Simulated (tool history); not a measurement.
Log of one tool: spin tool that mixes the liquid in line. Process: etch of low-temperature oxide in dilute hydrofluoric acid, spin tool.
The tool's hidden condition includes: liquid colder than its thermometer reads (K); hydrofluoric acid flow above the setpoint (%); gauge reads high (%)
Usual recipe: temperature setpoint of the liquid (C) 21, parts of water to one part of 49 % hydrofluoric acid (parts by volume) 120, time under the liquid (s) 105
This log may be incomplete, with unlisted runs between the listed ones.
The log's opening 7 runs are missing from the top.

run,hour,temperature setpoint of the liquid (C),parts of water to one part of 49 % hydrofluoric acid (parts by volume),time under the liquid (s),wafers since the last listed run,hours since the thermometer was replaced,hours since the hydrofluoric acid flow meter was replaced,hours since the gauge calibration,"read-back film thickness of the low-temperature oxide reference wafer, read on the same gauge (nm)",thickness taken off the low-temperature oxide on a monitor wafer (nm)
8,324.2,25,120,145,369,1988.2,248.6,624.2,147.5,27.15
9,364.2,21,70,125,377,2028.2,288.6,664.2,147.24,36.56
# hour 397.7: thermometer replaced
10,401.7,21,145,145,344,4,326.1,701.7,146.98,18.66
11,456.5,21,100,85,517,58.8,380.9,756.5,146.54,16.68
12,482.3,18.5,120,105,243,84.6,406.7,782.3,146.33,15.2
13,524.4,18.5,160,75,397,126.7,448.8,824.4,145.95,7.82
14,557.3,21,120,105,310,159.6,481.7,857.3,145.68,16.62
15,581.9,18.5,60,155,232,184.2,506.3,881.9,145.45,47.9
16,622.9,21,175,160,386,225.2,547.3,922.9,145.09,16.39
17,663.1,22.5,120,105,379,265.4,587.5,963.1,144.67,17.66
18,695.5,26,155,105,305,297.8,619.9,995.5,144.33,14.84
19,719.5,17,75,150,226,321.8,643.9,1019.5,144.08,33.86
20,785.5,21,120,105,622,387.8,709.9,1085.5,143.34,16.36
21,832.9,21,120,105,447,435.2,757.3,1132.9,142.8,16.38
# hour 936.1: gauge calibrated
22,978.6,21,120,160,1375,580.9,903,42.5,150.11,26.11
23,1023.9,18.5,75,105,427,626.2,948.3,87.8,150.07,26.3
24,1087.9,21,150,105,604,690.2,1012.3,151.8,149.98,13.31
25,1156.1,21,120,105,643,758.4,1080.5,220,149.88,17.29
26,1208.8,21,175,130,497,811.1,1133.2,272.7,149.69,13.88
27,1256.2,21,120,105,447,858.5,1180.6,320.1,149.54,17.16
28,1300.8,17.5,60,145,420,903.1,1225.2,364.7,149.43,43.61
# hour 1372: hydrofluoric acid flow meter replaced
29,1372.5,24.5,145,130,667,974.8,0.5,436.4,149.09,19.81
30,1407,21,120,105,325,1009.3,35,470.9,148.94,17.06
31,1433.4,19,175,155,249,1035.7,61.4,497.3,148.8,15.09
32,1465.4,21,160,145,302,1067.7,93.4,529.3,148.64,16.93

Branching from run 32: 4 alternative next runs. What would each branch give?
A,1465.8,21,120,105,3,1068.1,93.8,529.7,?,?
B,1465.8,21,120,50,3,1068.1,93.8,529.7,?,?
C,1465.8,21,95,105,3,1068.1,93.8,529.7,?,?
D,1465.8,25.5,70,45,3,1068.1,93.8,529.7,?,?

run,"read-back film thickness of the low-temperature oxide reference wafer, read on the same gauge (nm)",thickness taken off the low-temperature oxide on a monitor wafer (nm)
A,148.64,17.08
B,148.64,8.13
C,148.64,22.2
D,148.64,15.97
The same runs, with their run-to-run variation unchanged, on a tool lacking any hidden condition would have given:
run,thickness taken off the low-temperature oxide on a monitor wafer (nm)
A,17.24
B,8.21
C,22.4
D,16.12
